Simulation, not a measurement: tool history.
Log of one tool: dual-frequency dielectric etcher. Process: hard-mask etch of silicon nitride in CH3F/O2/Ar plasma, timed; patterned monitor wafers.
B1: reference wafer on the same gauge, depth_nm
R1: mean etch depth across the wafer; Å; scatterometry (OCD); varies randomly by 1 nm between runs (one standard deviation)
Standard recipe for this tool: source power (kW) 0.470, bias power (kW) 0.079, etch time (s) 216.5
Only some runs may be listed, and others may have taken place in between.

run 1 day=0.000 | source_power_(kW)=0.470 bias_power_(kW)=0.070 etch_time_(s)=216.5 | B1=172.5 | R1=1576
run 2 day=3.783 | source_power_(kW)=0.470 bias_power_(kW)=0.070 etch_time_(s)=216.5 | B1=174.0 | R1=1584
-- day=4.821 gauge calibrated
-- day=5.600 wet clean of the chamber
run 3 day=6.692 | source_power_(kW)=0.470 bias_power_(kW)=0.070 etch_time_(s)=216.5 | B1=169.9 | R1=1558
run 4 day=10.517 | source_power_(kW)=0.380 bias_power_(kW)=0.079 etch_time_(s)=216.5 | B1=170.5 | R1=1463
run 5 day=13.500 | source_power_(kW)=0.470 bias_power_(kW)=0.079 etch_time_(s)=167.5 | B1=170.9 | R1=1246
run 6 day=16.221 | source_power_(kW)=0.470 bias_power_(kW)=0.079 etch_time_(s)=167.5 | B1=170.6 | R1=1258
run 7 day=17.829 | source_power_(kW)=0.470 bias_power_(kW)=0.079 etch_time_(s)=216.5 | B1=171.5 | R1=1617
run 8 day=19.646 | source_power_(kW)=0.470 bias_power_(kW)=0.079 etch_time_(s)=216.5 | B1=171.1 | R1=1633
-- day=22.488 wet clean of the chamber
run 9 day=22.508 | source_power_(kW)=0.470 bias_power_(kW)=0.079 etch_time_(s)=216.5 | B1=171.6 | R1=1612
run 10 day=24.054 | source_power_(kW)=0.470 bias_power_(kW)=0.079 etch_time_(s)=216.5 | B1=172.3 | R1=1625
run 11 day=27.362 | source_power_(kW)=0.470 bias_power_(kW)=0.079 etch_time_(s)=216.5 | B1=172.9 | R1=1632
run 12 day=31.600 | source_power_(kW)=0.410 bias_power_(kW)=0.086 etch_time_(s)=258.5 | B1=173.7 | R1=1879
-- day=32.962 bias power generator calibrated
run 13 day=34.467 | source_power_(kW)=0.510 bias_power_(kW)=0.094 etch_time_(s)=194.5 | B1=174.2 | R1=1626
run 14 day=38.162 | source_power_(kW)=0.470 bias_power_(kW)=0.095 etch_time_(s)=269.5 | B1=176.0 | R1=2202
-- day=40.571 gauge calibrated
-- day=40.700 wet clean of the chamber
run 15 day=42.188 | source_power_(kW)=0.470 bias_power_(kW)=0.070 etch_time_(s)=216.5 | B1=170.1 | R1=1570
run 16 day=45.075 | source_power_(kW)=0.590 bias_power_(kW)=0.079 etch_time_(s)=216.5 | B1=170.2 | R1=1770
-- day=46.233 upper electrode replaced
run 17 day=46.854 | source_power_(kW)=0.470 bias_power_(kW)=0.079 etch_time_(s)=216.5 | B1=170.5 | R1=1626
-- day=48.496 source power generator calibrated
run 18 day=48.962 | source_power_(kW)=0.410 bias_power_(kW)=0.089 etch_time_(s)=278.5 | B1=170.1 | R1=2029
run 19 day=52.025 | source_power_(kW)=0.470 bias_power_(kW)=0.079 etch_time_(s)=216.5 | B1=170.9 | R1=1619
run 20 day=55.367 | source_power_(kW)=0.370 bias_power_(kW)=0.089 etch_time_(s)=216.5 | B1=171.0 | R1=1508
run 21 day=57.475 | source_power_(kW)=0.420 bias_power_(kW)=0.094 etch_time_(s)=216.5 | B1=171.5 | R1=1630
-- day=62.117 wet clean of the chamber
run 22 day=62.138 | source_power_(kW)=0.470 bias_power_(kW)=0.069 etch_time_(s)=216.5 | B1=172.2 | R1=1570
run 23 day=64.617 | source_power_(kW)=0.470 bias_power_(kW)=0.094 etch_time_(s)=189.5 | B1=172.9 | R1=1510

Each row is a separate what-if for the run after 23, all from the same tool condition, not one after another. Results?
run A day=64.638 | source_power_(kW)=0.470 bias_power_(kW)=0.090 etch_time_(s)=216.5 | B1=? | R1=?
run B day=64.638 | source_power_(kW)=0.470 bias_power_(kW)=0.079 etch_time_(s)=195.5 | B1=? | R1=?
run C day=64.638 | source_power_(kW)=0.570 bias_power_(kW)=0.079 etch_time_(s)=237.0 | B1=? | R1=?

run=A B1=173.3 R1=1694
run=B B1=173.3 R1=1474
run=C B1=173.3 R1=1942
Without the tool's unlogged condition, the same runs would have read:
run=A R1=1665
run=B R1=1448
run=C R1=1908
